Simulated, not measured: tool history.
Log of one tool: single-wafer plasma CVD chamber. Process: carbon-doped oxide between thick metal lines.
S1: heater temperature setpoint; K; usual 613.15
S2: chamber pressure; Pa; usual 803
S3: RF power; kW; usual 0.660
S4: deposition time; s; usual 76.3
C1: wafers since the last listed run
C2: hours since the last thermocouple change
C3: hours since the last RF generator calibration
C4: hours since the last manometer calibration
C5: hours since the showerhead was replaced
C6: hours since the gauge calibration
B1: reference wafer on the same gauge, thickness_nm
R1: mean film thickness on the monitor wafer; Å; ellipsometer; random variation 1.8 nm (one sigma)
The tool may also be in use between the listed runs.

run	hour	S1	S2	S3	S4	C1	C2	C3	C4	C5	C6	B1	R1
1	0.0	613.15	803	0.660	76.3	0	1430.2	1975.9	371.0	4940.3	136.5	509.774	5063.88
2	121.6	613.15	803	0.660	76.3	1600	1551.8	2097.5	492.6	5061.9	258.1	509.568	5067.62
3	178.2	613.15	803	0.660	76.3	745	1608.4	2154.1	549.2	5118.5	314.7	510.372	5046.22
4	225.8	613.15	803	0.660	76.3	626	1656.0	2201.7	596.8	5166.1	362.3	510.114	5048.63
# hour 394.6: RF generator calibrated
5	421.4	613.15	803	0.660	76.3	2469	1851.6	26.8	792.4	5361.7	557.9	510.020	5220.30
# hour 465.2: showerhead replaced
6	465.7	613.15	803	0.660	76.3	477	1895.9	71.1	836.7	0.5	602.2	510.316	5191.86
7	511.2	613.15	803	0.660	76.3	599	1941.4	116.6	882.2	46.0	647.7	510.060	5185.66
8	539.0	613.15	803	0.660	76.3	365	1969.2	144.4	910.0	73.8	675.5	510.219	5202.09
9	568.8	613.15	729	0.660	76.3	392	1999.0	174.2	939.8	103.6	705.3	509.655	5129.10
10	619.5	613.15	729	0.660	76.3	667	2049.7	224.9	990.5	154.3	756.0	509.985	5163.40
11	682.7	613.15	951	0.660	76.3	832	2112.9	288.1	1053.7	217.5	819.2	509.732	5259.01
12	745.2	613.15	951	0.660	76.3	822	2175.4	350.6	1116.2	280.0	881.7	510.462	5241.96
13	823.7	599.15	980	0.705	88.4	1033	2253.9	429.1	1194.7	358.5	960.2	510.003	6482.15
14	866.9	606.15	669	0.785	88.1	568	2297.1	472.3	1237.9	401.7	1003.4	510.298	6513.95
15	918.2	613.15	803	0.660	76.3	675	2348.4	523.6	1289.2	453.0	1054.7	509.847	5179.68
# hour 968.6: thermocouple changed; heater temperature recalibrated
# hour 1060.8: capacitance manometer re-zeroed and calibrated
16	1067.5	618.15	981	0.660	84.5	1754	98.9	672.9	6.7	602.3	1204.0	510.079	5723.12
17	1097.2	627.15	803	0.660	68.5	391	128.6	702.6	36.4	632.0	1233.7	509.953	4459.40
18	1125.2	608.15	977	0.545	76.3	368	156.6	730.6	64.4	660.0	1261.7	509.950	4801.38
19	1154.6	626.15	889	0.660	76.3	387	186.0	760.0	93.8	689.4	1291.1	510.279	5041.71
20	1205.8	621.15	803	0.660	76.3	674	237.2	811.2	145.0	740.6	1342.3	510.169	5028.29
# hour 1247.2: gauge calibrated
21	1261.8	613.15	803	0.660	66.4	737	293.2	867.2	201.0	796.6	14.6	509.975	4480.32
22	1298.4	618.15	979	0.605	89.6	481	329.8	903.8	237.6	833.2	51.2	509.696	5775.03
23	1373.8	613.15	803	0.740	67.1	992	405.2	979.2	313.0	908.6	126.6	510.235	4770.35
24	1421.1	613.15	985	0.530	76.3	622	452.5	1026.5	360.3	955.9	173.9	509.956	4642.33
25	1466.8	613.15	803	0.660	76.3	601	498.2	1072.2	406.0	1001.6	219.6	510.238	5114.67
26	1524.7	613.15	803	0.660	76.3	762	556.1	1130.1	463.9	1059.5	277.5	509.909	5135.88
27	1594.8	613.15	732	0.660	67.2	922	626.2	1200.2	534.0	1129.6	347.6	510.041	4494.70
28	1677.6	613.15	803	0.575	91.0	1090	709.0	1283.0	616.8	1212.4	430.4	509.928	5622.85
29	1781.4	613.15	803	0.660	76.3	1366	812.8	1386.8	720.6	1316.2	534.2	510.068	5100.14

Measured less the same run without the tool's hidden state. The same run-to-run variation is in both; the gauge's scatter may not be:
The hidden state here: wafer temperature above the value expected at the setpoint (K); delivered RF power above the setpoint (%); true pressure above the setpoint (%); gauge reads high (%).
run	R1
1	-132.09
2	-140.00
3	-143.03
4	-146.16
5	-4.38
6	-7.00
7	-9.71
8	-11.40
9	-13.01
10	-16.12
11	-20.26
12	-24.00
13	-35.60
14	-39.04
15	-34.15
16	-47.72
17	-38.74
18	-45.00
19	-47.27
20	-50.26
21	-47.83
22	-65.74
23	-57.00
24	-61.72
25	-67.38
26	-71.30
27	-66.26
28	-90.10
29	-86.91
